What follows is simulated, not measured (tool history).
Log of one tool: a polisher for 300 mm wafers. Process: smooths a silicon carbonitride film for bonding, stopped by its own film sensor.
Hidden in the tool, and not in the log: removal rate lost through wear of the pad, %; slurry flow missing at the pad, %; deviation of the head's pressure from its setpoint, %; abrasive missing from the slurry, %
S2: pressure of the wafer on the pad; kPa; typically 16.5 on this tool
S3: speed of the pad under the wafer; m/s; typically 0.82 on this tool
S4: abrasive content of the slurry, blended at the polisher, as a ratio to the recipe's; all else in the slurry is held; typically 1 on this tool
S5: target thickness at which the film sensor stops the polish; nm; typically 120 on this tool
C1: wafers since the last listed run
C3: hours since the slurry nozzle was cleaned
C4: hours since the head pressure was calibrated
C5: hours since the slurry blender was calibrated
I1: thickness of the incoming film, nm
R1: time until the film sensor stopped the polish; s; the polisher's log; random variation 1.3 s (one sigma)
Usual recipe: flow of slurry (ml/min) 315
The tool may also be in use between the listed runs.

{"run": 1, "hour": 0.0, "flow of slurry (ml/min)": 265, "S2": 16.5, "S3": 0.82, "S4": 1, "S5": 120, "C1": 0, "wafers polished on this pad": 736, "C3": 792.8, "C4": 256.6, "C5": 267.1, "I1": 139.8, "R1": 90.1}
{"hour": 13.5, "done": "slurry blender recalibrated"}
{"run": 2, "hour": 48.7, "flow of slurry (ml/min)": 265, "S2": 16.5, "S3": 0.82, "S4": 1, "S5": 120, "C1": 305, "wafers polished on this pad": 1042, "C3": 841.5, "C4": 305.3, "C5": 35.2, "I1": 139.9, "R1": 90.8}
{"hour": 54.7, "done": "worn pad replaced by a new one"}
{"run": 3, "hour": 65.4, "flow of slurry (ml/min)": 315, "S2": 16.5, "S3": 0.82, "S4": 1, "S5": 120, "C1": 83, "wafers polished on this pad": 70, "C3": 858.2, "C4": 322, "C5": 51.9, "I1": 140.3, "R1": 80.7}
{"run": 4, "hour": 77.7, "flow of slurry (ml/min)": 315, "S2": 16.5, "S3": 0.82, "S4": 1, "S5": 120, "C1": 80, "wafers polished on this pad": 150, "C3": 870.5, "C4": 334.3, "C5": 64.2, "I1": 139.7, "R1": 83.6}
{"run": 5, "hour": 91.4, "flow of slurry (ml/min)": 315, "S2": 16.5, "S3": 0.82, "S4": 1, "S5": 125, "C1": 89, "wafers polished on this pad": 240, "C3": 884.2, "C4": 348, "C5": 77.9, "I1": 137.8, "R1": 53.3}
{"run": 6, "hour": 97.9, "flow of slurry (ml/min)": 315, "S2": 16.5, "S3": 0.82, "S4": 1, "S5": 120, "C1": 42, "wafers polished on this pad": 282, "C3": 890.7, "C4": 354.5, "C5": 84.4, "I1": 139.6, "R1": 85.6}
{"run": 7, "hour": 108.9, "flow of slurry (ml/min)": 315, "S2": 16.5, "S3": 0.82, "S4": 1, "S5": 120, "C1": 72, "wafers polished on this pad": 355, "C3": 901.7, "C4": 365.5, "C5": 95.4, "I1": 140, "R1": 83.8}
{"hour": 147.5, "done": "slurry nozzle cleaned"}
{"run": 8, "hour": 153.7, "flow of slurry (ml/min)": 315, "S2": 16.5, "S3": 0.82, "S4": 1, "S5": 120, "C1": 286, "wafers polished on this pad": 641, "C3": 6.2, "C4": 410.3, "C5": 140.2, "I1": 141.4, "R1": 97}
{"run": 9, "hour": 160.7, "flow of slurry (ml/min)": 315, "S2": 16.5, "S3": 0.82, "S4": 1, "S5": 120, "C1": 45, "wafers polished on this pad": 687, "C3": 13.2, "C4": 417.3, "C5": 147.2, "I1": 140.7, "R1": 95.3}
{"hour": 165.7, "done": "head pressure recalibrated"}
{"run": 10, "hour": 169.7, "flow of slurry (ml/min)": 315, "S2": 16.5, "S3": 0.82, "S4": 1, "S5": 120, "C1": 45, "wafers polished on this pad": 733, "C3": 22.2, "C4": 4, "C5": 156.2, "I1": 139, "R1": 85.8}
{"run": 11, "hour": 176.9, "flow of slurry (ml/min)": 355, "S2": 12.4, "S3": 0.82, "S4": 0.7, "S5": 115, "C1": 47, "wafers polished on this pad": 780, "C3": 29.4, "C4": 11.2, "C5": 163.4, "I1": 141.2, "R1": 200.9}
{"run": 12, "hour": 187.5, "flow of slurry (ml/min)": 315, "S2": 11.7, "S3": 0.92, "S4": 0.75, "S5": 116, "C1": 69, "wafers polished on this pad": 850, "C3": 40, "C4": 21.8, "C5": 174, "I1": 137.4, "R1": 149.8}
{"hour": 194.6, "done": "worn pad replaced by a new one"}
{"run": 13, "hour": 201.1, "flow of slurry (ml/min)": 315, "S2": 16.5, "S3": 0.82, "S4": 1, "S5": 120, "C1": 62, "wafers polished on this pad": 42, "C3": 53.6, "C4": 35.4, "C5": 187.6, "I1": 139.2, "R1": 79.3}
{"run": 14, "hour": 219.0, "flow of slurry (ml/min)": 405, "S2": 16.5, "S3": 0.98, "S4": 1.25, "S5": 120, "C1": 117, "wafers polished on this pad": 159, "C3": 71.5, "C4": 53.3, "C5": 205.5, "I1": 140.3, "R1": 64.4}
{"run": 15, "hour": 228.0, "flow of slurry (ml/min)": 315, "S2": 16.5, "S3": 0.82, "S4": 1, "S5": 120, "C1": 58, "wafers polished on this pad": 218, "C3": 80.5, "C4": 62.3, "C5": 214.5, "I1": 138.9, "R1": 77.6}
{"hour": 230.2, "done": "slurry blender recalibrated"}
{"run": 16, "hour": 242.3, "flow of slurry (ml/min)": 315, "S2": 16.5, "S3": 0.82, "S4": 1, "S5": 120, "C1": 80, "wafers polished on this pad": 299, "C3": 94.8, "C4": 76.6, "C5": 12.1, "I1": 139.7, "R1": 85.3}
{"run": 17, "hour": 258.0, "flow of slurry (ml/min)": 315, "S2": 17.9, "S3": 1.06, "S4": 0.75, "S5": 117, "C1": 102, "wafers polished on this pad": 402, "C3": 110.5, "C4": 92.3, "C5": 27.8, "I1": 138.2, "R1": 85.3}
{"run": 18, "hour": 273.0, "flow of slurry (ml/min)": 315, "S2": 16.5, "S3": 0.82, "S4": 1, "S5": 120, "C1": 98, "wafers polished on this pad": 500, "C3": 125.5, "C4": 107.3, "C5": 42.8, "I1": 140.1, "R1": 88}
{"run": 19, "hour": 290.4, "flow of slurry (ml/min)": 315, "S2": 21.4, "S3": 0.82, "S4": 1, "S5": 117, "C1": 113, "wafers polished on this pad": 614, "C3": 142.9, "C4": 124.7, "C5": 60.2, "I1": 140.9, "R1": 83.2}
{"run": 20, "hour": 302.5, "flow of slurry (ml/min)": 315, "S2": 14.5, "S3": 0.82, "S4": 1.25, "S5": 120, "C1": 79, "wafers polished on this pad": 693, "C3": 155, "C4": 136.8, "C5": 72.3, "I1": 141.4, "R1": 95.8}

Give the tool's hidden conditions for every run:
slurry flow missing at the pad, %: 0 in every run
deviation of the head's pressure from its setpoint, %: 0 in every run
abrasive missing from the slurry, %: 0 in every run
H1: removal rate lost through wear of the pad, %
run=1 H1=12.6
run=2 H1=13.4
run=3 H1=3.98
run=4 H1=6.17
run=5 H1=8.06
run=6 H1=8.79
run=7 H1=9.84
run=8 H1=12.4
run=9 H1=12.6
run=10 H1=12.9
run=11 H1=13.1
run=12 H1=13.3
run=13 H1=2.98
run=14 H1=6.26
run=15 H1=7.53
run=16 H1=9.13
run=17 H1=10.4
run=18 H1=11.4
run=19 H1=12.2
run=20 H1=12.6

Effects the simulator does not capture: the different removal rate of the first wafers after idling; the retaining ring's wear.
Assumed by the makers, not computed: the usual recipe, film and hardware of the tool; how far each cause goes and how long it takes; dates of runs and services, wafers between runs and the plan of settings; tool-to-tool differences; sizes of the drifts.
